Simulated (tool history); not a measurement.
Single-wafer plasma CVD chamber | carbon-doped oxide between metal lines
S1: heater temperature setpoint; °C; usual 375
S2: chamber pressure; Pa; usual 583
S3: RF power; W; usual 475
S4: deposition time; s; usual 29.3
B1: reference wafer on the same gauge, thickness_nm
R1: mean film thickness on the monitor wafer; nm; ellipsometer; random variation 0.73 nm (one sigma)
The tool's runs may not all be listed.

run 1 hour=0.0 | S1=375 S2=583 S3=400 S4=29.3 | B1=165.191 | R1=109.015
run 2 hour=2.0 | S1=375 S2=583 S3=475 S4=26.8 | B1=165.063 | R1=122.849
run 3 hour=12.2 | S1=375 S2=583 S3=475 S4=26.8 | B1=164.901 | R1=122.292
run 4 hour=18.4 | S1=375 S2=583 S3=475 S4=26.8 | B1=165.066 | R1=121.867
run 5 hour=27.1 | S1=375 S2=656 S3=565 S4=29.3 | B1=165.206 | R1=159.850
run 6 hour=37.6 | S1=375 S2=583 S3=475 S4=29.3 | B1=165.162 | R1=132.730
run 7 hour=52.0 | S1=360 S2=496 S3=550 S4=32.7 | B1=165.105 | R1=175.970
run 8 hour=60.9 | S1=375 S2=647 S3=475 S4=31.9 | B1=165.000 | R1=147.656
-- hour=80.6 RF generator calibrated
run 9 hour=81.1 | S1=375 S2=583 S3=530 S4=29.3 | B1=165.027 | R1=160.395
run 10 hour=87.4 | S1=382 S2=583 S3=475 S4=23.5 | B1=164.945 | R1=114.743
run 11 hour=102.4 | S1=379 S2=583 S3=430 S4=32.9 | B1=164.989 | R1=141.644
-- hour=123.4 thermocouple changed; heater temperature recalibrated
run 12 hour=123.9 | S1=375 S2=583 S3=475 S4=29.3 | B1=164.744 | R1=143.637
run 13 hour=127.5 | S1=375 S2=583 S3=520 S4=29.3 | B1=164.875 | R1=156.269
run 14 hour=139.5 | S1=369 S2=583 S3=475 S4=29.3 | B1=165.004 | R1=145.762
run 15 hour=155.9 | S1=375 S2=583 S3=475 S4=26.8 | B1=164.968 | R1=130.584
-- hour=170.1 capacitance manometer re-zeroed and calibrated
run 16 hour=179.3 | S1=375 S2=583 S3=475 S4=34.1 | B1=164.775 | R1=165.938
run 17 hour=186.9 | S1=375 S2=583 S3=475 S4=29.3 | B1=164.971 | R1=142.795

Forecast run 18:
run 18 hour=197.2 | S1=375 S2=583 S3=405 S4=27.8 | B1=? | R1=?

B1: 165.045
R1: 111.837 nm
Without the tool's hidden state the same run would have given R1 114.791 nm.

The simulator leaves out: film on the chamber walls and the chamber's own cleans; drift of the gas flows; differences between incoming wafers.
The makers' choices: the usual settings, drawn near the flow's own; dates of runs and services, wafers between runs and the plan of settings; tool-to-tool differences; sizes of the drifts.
